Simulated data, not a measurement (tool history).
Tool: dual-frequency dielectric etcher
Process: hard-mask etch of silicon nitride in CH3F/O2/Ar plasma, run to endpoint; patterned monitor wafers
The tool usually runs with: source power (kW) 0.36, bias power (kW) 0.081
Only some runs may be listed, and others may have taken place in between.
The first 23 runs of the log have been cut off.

run    hour  source power (kW)  bias power (kW)  wafers since the last listed run  hours since the last wet clean  hours since the last source power generator calibration  hours since the last bias power generator calibration  hours since the last upper electrode change  incoming incoming film thickness, nm  endpoint time (s)
     1154.8  -- bias power generator calibrated
 24  1167.9                0.4            0.081                               766                           147.4                                                    871.9                                                   13.1                                        375.7                                  28.1               41.2
 25  1235.5               0.33            0.072                               801                             215                                                    939.5                                                   80.7                                        443.3                                 28.06               44.3
 26  1269.2                0.3            0.089                               399                           248.7                                                    973.2                                                  114.4                                          477                                 28.37               41.9
 27  1341.1               0.44            0.072                               852                           320.6                                                   1045.1                                                  186.3                                        548.9                                 27.92               40.5
 28  1371.2               0.33            0.097                               356                           350.7                                                   1075.2                                                  216.4                                          579                                 28.32               38.9
 29  1428.6               0.36            0.081                               680                           408.1                                                   1132.6                                                  273.8                                        636.4                                 28.36               40.5
 30  1470.3               0.41            0.081                               494                           449.8                                                   1174.3                                                  315.5                                        678.1                                 28.01               39.6
     1511.4  -- wet clean of the chamber
 31  1511.9               0.36            0.081                               208                             0.5                                                   1215.9                                                  357.1                                        719.7                                 28.42               42.4
 32  1543.4               0.36            0.081                               373                              32                                                   1247.4                                                  388.6                                        751.2                                 28.22               41.7
 33  1606.1               0.36            0.099                               743                            94.7                                                   1310.1                                                  451.3                                        813.9                                 28.27               39.1
 34  1659.7               0.39            0.065                               635                           148.3                                                   1363.7                                                  504.9                                        867.5                                 28.18               44.4

Forecast each of these 5 alternatives for the next run:
  A  1660.1               0.36            0.081                                 4                           148.7                                                   1364.1                                                  505.3                                        867.9                                 28.26                  ?
  B  1660.1               0.29            0.097                                 4                           148.7                                                   1364.1                                                  505.3                                        867.9                                 28.26                  ?
  C  1660.1               0.41             0.07                                 4                           148.7                                                   1364.1                                                  505.3                                        867.9                                 28.26                  ?
  D  1660.1               0.36            0.063                                 4                           148.7                                                   1364.1                                                  505.3                                        867.9                                 28.26                  ?
  E  1660.1               0.28            0.091                                 4                           148.7                                                   1364.1                                                  505.3                                        867.9                                 28.26                  ?

run  endpoint time (s)
  A               41.7
  B               40.7
  C               42.7
  D               45.6
  E                 42
With the hidden condition removed and each run's random variation left untouched, the same runs would have given:
run  endpoint time (s)
  A               42.4
  B               41.4
  C               43.4
  D               46.4
  E               42.7

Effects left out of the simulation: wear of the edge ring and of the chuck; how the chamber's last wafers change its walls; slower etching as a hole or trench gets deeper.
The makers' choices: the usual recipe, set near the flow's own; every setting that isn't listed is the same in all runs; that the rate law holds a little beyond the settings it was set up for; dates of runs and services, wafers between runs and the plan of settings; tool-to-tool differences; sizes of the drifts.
